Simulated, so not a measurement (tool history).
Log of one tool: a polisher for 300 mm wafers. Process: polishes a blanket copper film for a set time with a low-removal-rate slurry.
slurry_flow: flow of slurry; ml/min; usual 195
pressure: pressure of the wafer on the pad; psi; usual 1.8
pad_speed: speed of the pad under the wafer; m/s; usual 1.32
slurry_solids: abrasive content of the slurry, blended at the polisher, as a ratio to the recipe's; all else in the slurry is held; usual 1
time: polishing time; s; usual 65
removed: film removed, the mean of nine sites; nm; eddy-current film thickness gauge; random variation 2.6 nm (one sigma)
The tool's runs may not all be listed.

| run | hour | slurry_flow | pressure | pad_speed | slurry_solids | time | incoming thickness of the incoming film, nm | removed |
|---|---|---|---|---|---|---|---|---|
| 1 | 0 | 195 | 1.8 | 1.32 | 1.1 | 65 | 1079.6 | 181.8 |
|  | 38.5 | worn pad replaced by a new one |
|  | 45.1 | slurry nozzle cleaned |
| 2 | 58.9 | 195 | 1.8 | 1.32 | 1.1 | 65 | 1119.1 | 182 |
| 3 | 121.3 | 195 | 1.8 | 1.32 | 1 | 65 | 1096.1 | 179.6 |
| 4 | 189.9 | 195 | 1.8 | 1.32 | 1 | 65 | 1101.7 | 177.2 |
| 5 | 241.3 | 195 | 1.8 | 1.32 | 0.85 | 65 | 1095.3 | 169.9 |
|  | 256.8 | slurry blender recalibrated |
| 6 | 294.6 | 195 | 1.8 | 1.32 | 1 | 60 | 1087.7 | 164.3 |
|  | 320.8 | worn pad replaced by a new one |
| 7 | 485.5 | 195 | 1.8 | 1.32 | 1 | 60 | 1102.3 | 160.5 |
| 8 | 518.6 | 195 | 1.8 | 1.06 | 1 | 79 | 1106.3 | 169.6 |
|  | 554.1 | slurry nozzle cleaned |
|  | 581.4 | slurry blender recalibrated |
|  | 589.7 | worn pad replaced by a new one |
| 9 | 590.2 | 195 | 1.8 | 1.06 | 1 | 79 | 1093.6 | 179.6 |
|  | 596.9 | head pressure recalibrated |
| 10 | 645.4 | 195 | 1.8 | 1.32 | 1 | 79 | 1109.9 | 221.2 |
| 11 | 686.6 | 195 | 1.3 | 1.32 | 1 | 65 | 1110.2 | 147.9 |
| 12 | 739.7 | 155 | 1.6 | 1.08 | 1 | 65 | 1108.4 | 136.3 |
| 13 | 807.8 | 255 | 1.8 | 1.32 | 1 | 85 | 1087 | 239.8 |
|  | 828.5 | worn pad replaced by a new one, of another model than before |
|  | 934.8 | slurry blender recalibrated |
| 14 | 993.4 | 255 | 2 | 1.32 | 1 | 65 | 1094.9 | 197.6 |
| 15 | 1051.3 | 225 | 1.8 | 0.86 | 1.25 | 65 | 1114.3 | 150.3 |
|  | 1058.6 | worn pad replaced by a new one |
| 16 | 1096.4 | 250 | 1.8 | 1.32 | 1.25 | 65 | 1099.5 | 187.7 |
|  | 1098.3 | slurry nozzle cleaned |
| 17 | 1159.4 | 195 | 1.8 | 1.32 | 1 | 65 | 1105.8 | 176.5 |
| 18 | 1199.9 | 235 | 1.8 | 1.32 | 0.9 | 65 | 1097.2 | 172.3 |
| 19 | 1256 | 195 | 1.8 | 1.32 | 1 | 65 | 1120.4 | 179 |

3 ways to go on from here, each from the tool as it stands after run 19. What would each give?
| A | 1256.4 | 195 | 1.8 | 1.32 | 1.2 | 65 | 1107.5 | ? |
| B | 1256.4 | 235 | 1.2 | 1.32 | 0.9 | 48 | 1107.5 | ? |
| C | 1256.4 | 165 | 1.8 | 1.64 | 1 | 58 | 1107.5 | ? |

| run | removed |
|---|---|
| A | 184.8 |
| B | 89.7 |
| C | 178 |
Without the tool's hidden state the same runs would have given:
| run | removed |
|---|---|
| A | 185.3 |
| B | 90 |
| C | 178.6 |

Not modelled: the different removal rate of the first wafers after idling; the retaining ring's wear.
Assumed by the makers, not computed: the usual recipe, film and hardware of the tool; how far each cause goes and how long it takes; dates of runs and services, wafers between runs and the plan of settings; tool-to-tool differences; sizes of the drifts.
